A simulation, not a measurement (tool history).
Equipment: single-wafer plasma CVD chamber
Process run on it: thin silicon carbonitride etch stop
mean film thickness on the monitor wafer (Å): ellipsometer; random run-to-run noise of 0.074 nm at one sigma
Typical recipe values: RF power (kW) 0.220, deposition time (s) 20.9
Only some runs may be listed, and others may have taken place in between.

run   hour  RF power (kW)  deposition time (s)  read-back reference wafer on the same gauge, thickness_nm  mean film thickness on the monitor wafer (Å)
  1    0.0          0.220                 20.9                                                     14.792                                        128.04
  2    8.2          0.220                 20.9                                                     14.812                                        127.46
  3   26.1          0.240                 20.9                                                     14.811                                        130.50
  4   34.3          0.240                 20.9                                                     14.796                                        130.51
  5   49.7          0.240                 20.9                                                     14.781                                        129.88
  6   65.2          0.220                 20.9                                                     14.794                                        127.73
  7  112.5          0.220                 20.9                                                     14.797                                        128.87
  8  122.7          0.220                 20.9                                                     14.831                                        126.55
  9  133.6          0.220                 20.9                                                     14.834                                        127.10
 10  144.9          0.220                 20.9                                                     14.791                                        129.08
 11  159.3          0.220                 20.9                                                     14.830                                        126.81
     173.2  -- showerhead replaced
 12  173.7          0.220                 18.8                                                     14.808                                        115.83
     186.8  -- gauge calibrated
 13  190.6          0.250                 18.1                                                     14.784                                        114.30
 14  198.2          0.220                 17.0                                                     14.802                                        103.84
 15  210.3          0.240                 20.9                                                     14.800                                        129.96
 16  217.8          0.220                 20.9                                                     14.761                                        127.68
     227.4  -- RF generator calibrated
 17  229.3          0.245                 20.9                                                     14.790                                        131.62
     241.6  -- thermocouple changed; heater temperature recalibrated
 18  241.9          0.205                 22.7                                                     14.804                                        136.75
 19  280.7          0.235                 19.8                                                     14.787                                        123.17
 20  290.4          0.220                 20.9                                                     14.810                                        129.34
 21  308.3          0.220                 20.9                                                     14.790                                        128.31
 22  320.9          0.180                 22.0                                                     14.807                                        129.07

Forecast each of these 3 alternatives for the next run:
  A  321.3          0.260                 20.9                                                          ?                                             ?
  B  321.3          0.185                 19.5                                                          ?                                             ?
  C  321.3          0.190                 19.7                                                          ?                                             ?

run  read-back reference wafer on the same gauge, thickness_nm  mean film thickness on the monitor wafer (Å)
  A                                                     14.767                                        135.18
  B                                                     14.767                                        115.58
  C                                                     14.767                                        117.54
Stripped of hidden state, with their random variation kept, the same runs would have yielded:
run  mean film thickness on the monitor wafer (Å)
  A                                        135.18
  B                                        115.58
  C                                        117.54
